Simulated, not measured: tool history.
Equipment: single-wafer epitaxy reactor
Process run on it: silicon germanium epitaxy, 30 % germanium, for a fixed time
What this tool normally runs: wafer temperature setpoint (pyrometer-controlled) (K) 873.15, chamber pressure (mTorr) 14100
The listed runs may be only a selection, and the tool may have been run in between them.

run	hour	wafer temperature setpoint (pyrometer-controlled) (K)	chamber pressure (mTorr)	read-back reference wafer on the same gauge, thickness_nm	mean film thickness on the monitor wafer (angstrom)
1	0.0	873.15	14100	49.504	509.30
2	21.1	873.15	14100	49.451	509.54
3	47.6	881.15	14100	49.427	581.85
4	62.0	881.15	14100	49.438	581.59
5	85.3	873.15	16000	49.405	538.42
6	160.5	873.15	16000	49.280	536.16
7	183.5	867.15	15300	49.316	472.20
8	206.4	867.15	15300	49.238	475.12
# hour 274.3: showerhead replaced
9	278.3	867.15	15300	49.215	473.48
10	319.8	873.15	14100	49.132	504.23
11	336.2	883.15	14100	49.118	598.27
12	366.4	873.15	15600	49.107	529.45
13	392.3	873.15	15600	49.045	529.20
14	408.0	873.15	14100	49.062	505.09
# hour 408.8: gauge calibrated
# hour 430.9: pyrometer calibrated
15	438.9	873.15	14100	49.785	511.28
16	453.8	886.15	14100	49.795	635.59
17	489.3	883.15	15100	49.739	629.17
18	518.3	879.15	14100	49.692	564.24
19	551.3	864.15	12300	49.655	405.65
20	628.8	878.15	12500	49.577	525.29
21	651.3	873.15	14100	49.577	509.42
22	680.3	884.15	16000	49.537	652.44
23	698.1	873.15	14100	49.551	507.12
# hour 717.0: capacitance manometer re-zeroed and calibrated
24	721.8	860.15	14100	49.485	404.54
25	734.6	873.15	14100	49.501	506.53
26	748.4	867.15	17200	49.448	504.15
27	762.5	880.15	14100	49.420	572.27
28	788.4	862.15	16000	49.396	442.94
29	805.4	868.15	14100	49.437	463.03
30	840.4	873.15	17600	49.363	557.40
31	853.7	868.15	17100	49.339	506.92
32	946.5	859.15	16600	49.274	426.94
33	975.0	873.15	11600	49.203	462.06
34	1002.4	863.15	12600	49.164	401.88

Hidden state, per run?
wafer temperature above the value expected at the setpoint (K): 0 at every run
true pressure above the setpoint (%): 0 at every run
H1: gauge reads high (%)
run	H1
1	-0.64
2	-0.685
3	-0.741
4	-0.772
5	-0.821
6	-0.981
7	-1.03
8	-1.08
9	-1.23
10	-1.32
11	-1.35
12	-1.42
13	-1.47
14	-1.51
15	-0.0229
16	-0.0546
17	-0.13
18	-0.191
19	-0.261
20	-0.426
21	-0.474
22	-0.535
23	-0.573
24	-0.623
25	-0.65
26	-0.68
27	-0.709
28	-0.764
29	-0.8
30	-0.875
31	-0.903
32	-1.1
33	-1.16
34	-1.22

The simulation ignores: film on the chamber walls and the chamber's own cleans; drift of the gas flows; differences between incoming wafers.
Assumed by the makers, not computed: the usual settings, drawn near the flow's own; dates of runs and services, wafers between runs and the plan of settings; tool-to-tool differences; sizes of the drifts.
